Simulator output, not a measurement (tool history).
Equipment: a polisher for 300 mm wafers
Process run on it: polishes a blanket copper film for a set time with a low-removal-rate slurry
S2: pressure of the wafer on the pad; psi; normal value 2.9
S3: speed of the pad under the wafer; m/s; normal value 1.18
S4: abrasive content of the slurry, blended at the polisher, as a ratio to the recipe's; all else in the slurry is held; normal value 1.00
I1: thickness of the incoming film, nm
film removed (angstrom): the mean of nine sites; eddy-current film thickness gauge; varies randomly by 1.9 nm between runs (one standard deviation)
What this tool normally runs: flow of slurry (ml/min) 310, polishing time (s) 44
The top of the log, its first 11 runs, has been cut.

-- hour=590.4 slurry nozzle cleaned
run 12 hour=599.1 | flow_of_slurry_(ml/min)=255 S2=2.9 S3=1.18 S4=1.00 polishing_time_(s)=55 | I1=1079.3 | film_removed_(angstrom)=1600
run 13 hour=664.7 | flow_of_slurry_(ml/min)=255 S2=2.9 S3=1.18 S4=1.00 polishing_time_(s)=55 | I1=1100.5 | film_removed_(angstrom)=1601
run 14 hour=714.5 | flow_of_slurry_(ml/min)=310 S2=2.9 S3=1.18 S4=0.90 polishing_time_(s)=44 | I1=1089.9 | film_removed_(angstrom)=1248
run 15 hour=774.7 | flow_of_slurry_(ml/min)=310 S2=2.9 S3=1.18 S4=0.70 polishing_time_(s)=32 | I1=1096.1 | film_removed_(angstrom)=842
run 16 hour=842.2 | flow_of_slurry_(ml/min)=270 S2=2.9 S3=1.58 S4=1.00 polishing_time_(s)=44 | I1=1109.2 | film_removed_(angstrom)=1544
-- hour=871.7 slurry blender recalibrated
-- hour=888.1 worn pad replaced by a new one
-- hour=902.6 slurry nozzle cleaned
run 17 hour=958.2 | flow_of_slurry_(ml/min)=310 S2=2.9 S3=1.18 S4=1.00 polishing_time_(s)=44 | I1=1088.2 | film_removed_(angstrom)=1288
run 18 hour=983.1 | flow_of_slurry_(ml/min)=310 S2=2.9 S3=0.90 S4=1.00 polishing_time_(s)=50 | I1=1100.9 | film_removed_(angstrom)=1186
run 19 hour=1035.9 | flow_of_slurry_(ml/min)=380 S2=2.2 S3=0.78 S4=1.00 polishing_time_(s)=55 | I1=1076.5 | film_removed_(angstrom)=890
run 20 hour=1084.4 | flow_of_slurry_(ml/min)=310 S2=2.9 S3=1.18 S4=1.20 polishing_time_(s)=44 | I1=1091.5 | film_removed_(angstrom)=1303
run 21 hour=1124.5 | flow_of_slurry_(ml/min)=310 S2=2.9 S3=1.18 S4=1.00 polishing_time_(s)=44 | I1=1105.7 | film_removed_(angstrom)=1246
run 22 hour=1183.9 | flow_of_slurry_(ml/min)=310 S2=2.9 S3=1.18 S4=1.00 polishing_time_(s)=44 | I1=1094.0 | film_removed_(angstrom)=1217
-- hour=1187.3 slurry nozzle cleaned
-- hour=1192.8 worn pad replaced by a new one
run 23 hour=1211.4 | flow_of_slurry_(ml/min)=310 S2=2.9 S3=1.42 S4=1.00 polishing_time_(s)=35 | I1=1075.2 | film_removed_(angstrom)=1099
run 24 hour=1268.8 | flow_of_slurry_(ml/min)=310 S2=3.9 S3=1.18 S4=1.25 polishing_time_(s)=30 | I1=1105.8 | film_removed_(angstrom)=1193
-- hour=1277.9 slurry blender recalibrated
-- hour=1337.9 head pressure recalibrated
run 25 hour=1338.4 | flow_of_slurry_(ml/min)=390 S2=2.1 S3=0.94 S4=0.85 polishing_time_(s)=44 | I1=1109.1 | film_removed_(angstrom)=773
run 26 hour=1365.1 | flow_of_slurry_(ml/min)=380 S2=2.2 S3=0.78 S4=1.00 polishing_time_(s)=55 | I1=1095.7 | film_removed_(angstrom)=946
run 27 hour=1412.6 | flow_of_slurry_(ml/min)=310 S2=2.9 S3=0.88 S4=1.20 polishing_time_(s)=54 | I1=1081.8 | film_removed_(angstrom)=1405
run 28 hour=1438.7 | flow_of_slurry_(ml/min)=310 S2=2.9 S3=1.18 S4=1.00 polishing_time_(s)=44 | I1=1091.2 | film_removed_(angstrom)=1267
run 29 hour=1466.3 | flow_of_slurry_(ml/min)=310 S2=2.9 S3=1.18 S4=1.00 polishing_time_(s)=44 | I1=1097.0 | film_removed_(angstrom)=1281
run 30 hour=1503.4 | flow_of_slurry_(ml/min)=310 S2=2.1 S3=1.18 S4=1.00 polishing_time_(s)=40 | I1=1100.2 | film_removed_(angstrom)=833

Each row is a separate what-if for the run after 30, all from the same tool condition, not one after another. Results?
run A hour=1503.8 | flow_of_slurry_(ml/min)=310 S2=2.9 S3=1.18 S4=1.00 polishing_time_(s)=44 | I1=1113.1 | film_removed_(angstrom)=?
run B hour=1503.8 | flow_of_slurry_(ml/min)=310 S2=2.9 S3=1.18 S4=1.00 polishing_time_(s)=39 | I1=1113.1 | film_removed_(angstrom)=?
run C hour=1503.8 | flow_of_slurry_(ml/min)=310 S2=2.9 S3=1.18 S4=1.00 polishing_time_(s)=55 | I1=1113.1 | film_removed_(angstrom)=?
run D hour=1503.8 | flow_of_slurry_(ml/min)=310 S2=2.9 S3=1.36 S4=1.00 polishing_time_(s)=44 | I1=1113.1 | film_removed_(angstrom)=?

run=A film_removed_(angstrom)=1276
run=B film_removed_(angstrom)=1131
run=C film_removed_(angstrom)=1595
run=D film_removed_(angstrom)=1411
With the hidden condition removed and each run's random variation left untouched, the same runs would have given:
run=A film_removed_(angstrom)=1297
run=B film_removed_(angstrom)=1150
run=C film_removed_(angstrom)=1621
run=D film_removed_(angstrom)=1434

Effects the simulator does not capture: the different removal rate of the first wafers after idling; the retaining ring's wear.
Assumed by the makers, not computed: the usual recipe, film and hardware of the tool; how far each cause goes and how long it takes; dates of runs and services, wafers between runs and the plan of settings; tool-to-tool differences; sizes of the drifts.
